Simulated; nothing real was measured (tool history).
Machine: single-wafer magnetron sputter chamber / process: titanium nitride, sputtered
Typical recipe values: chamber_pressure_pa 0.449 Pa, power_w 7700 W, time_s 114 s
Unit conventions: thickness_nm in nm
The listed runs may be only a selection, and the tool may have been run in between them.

run	day	chamber_pressure_pa	power_w	time_s	read-back reference wafer on the same gauge, thickness_nm	thickness_nm
1	0	0.449	7700	114	131.857	161.481
2	0.717	0.322	7700	114	131.98	167.857
3	2.012	0.322	7700	114	132.057	169.041
4	2.8	0.322	7700	114	132.177	167.91
5	3.642	0.502	7700	101	131.822	139.151
6	4.588	0.502	7700	101	131.778	139.137
7	5.246	0.449	7700	114	132.161	158.892
8	6.654	0.449	7700	114	132.099	158.127
9	7.462	0.449	7700	114	132.105	157.783
10	8.688	0.525	9200	114	131.567	166.591
11	10.175	0.525	9200	114	131.949	166.051
12	11.112	0.525	9200	114	132.08	165.306
13	11.979	0.449	6850	107	131.533	137.078
14	13.408	0.449	8300	114	131.81	159.946
15	14.85	0.313	6400	130	131.985	180.807
16	16.592	0.284	7700	114	132.279	175.15
17	16.95	0.532	9600	94	132.002	147.046
18	17.825	0.53	7700	114	131.779	157.063
19	18.562	0.525	9200	114	132.204	173.566
20	19.633	0.609	6750	134	132.064	168.548
21	20.471	0.321	6500	114	131.983	158.144
22	24.758	0.548	6250	101	131.858	125.115
23	26.679	0.449	7700	114	131.719	160.096
24	27.45	0.323	7100	121	131.863	172.217
25	28.696	0.449	7700	114	132.29	161.572
26	30.012	0.586	8800	114	131.603	162.372
27	30.733	0.449	7700	114	132.447	157.975
28	32.021	0.273	8350	133	131.794	207.19
29	33.108	0.367	6100	134	132.163	171.901
30	34.204	0.5	7700	114	132.346	152.399
31	35.221	0.598	8650	114	131.859	164.257
32	37.167	0.601	8800	129	132.085	187.086
33	41.6	0.449	8650	101	131.966	151.81
34	42.362	0.327	7700	114	132.39	170.596

The log once held 6 entries between its listed runs, left out of this copy. Where does each go, and what is different about the tool's unlogged condition between the listed run before it and the listed run after it?
After run 5, before run 6: gauge calibrated (day 4.221)
  deposition rate above that of a new target (%): -2.62 -> -2.91
  difference, measured minus the result without the unlogged condition, thickness_nm: -3.743 -> -4.164 nm
After run 14, before run 15: sputter target and shields replaced (day 14.667)
  deposition rate above that of a new target (%): -6.52 -> -0.275
  difference, measured minus the result without the unlogged condition, thickness_nm: -11.149 -> -0.498 nm
After run 15, before run 16: magnet pack replaced (day 16.571)
  deposition rate above that of a new target (%): -0.275 -> -0.315
  difference, measured minus the result without the unlogged condition, thickness_nm: -0.498 -> -0.553 nm
After run 22, before run 23: gauge calibrated (day 26.454)
  deposition rate above that of a new target (%): -1.38 -> -1.84
  difference, measured minus the result without the unlogged condition, thickness_nm: -1.749 -> -2.998 nm
After run 27, before run 28: capacitance manometer re-zeroed and calibrated (day 31.45)
  deposition rate above that of a new target (%): -3.07 -> -3.54
  difference, measured minus the result without the unlogged condition, thickness_nm: -5.007 -> -7.6 nm
After run 30, before run 31: sputter target and shields replaced (day 35.2)
  deposition rate above that of a new target (%): -4.41 -> -0.318
  difference, measured minus the result without the unlogged condition, thickness_nm: -7.033 -> -0.525 nm

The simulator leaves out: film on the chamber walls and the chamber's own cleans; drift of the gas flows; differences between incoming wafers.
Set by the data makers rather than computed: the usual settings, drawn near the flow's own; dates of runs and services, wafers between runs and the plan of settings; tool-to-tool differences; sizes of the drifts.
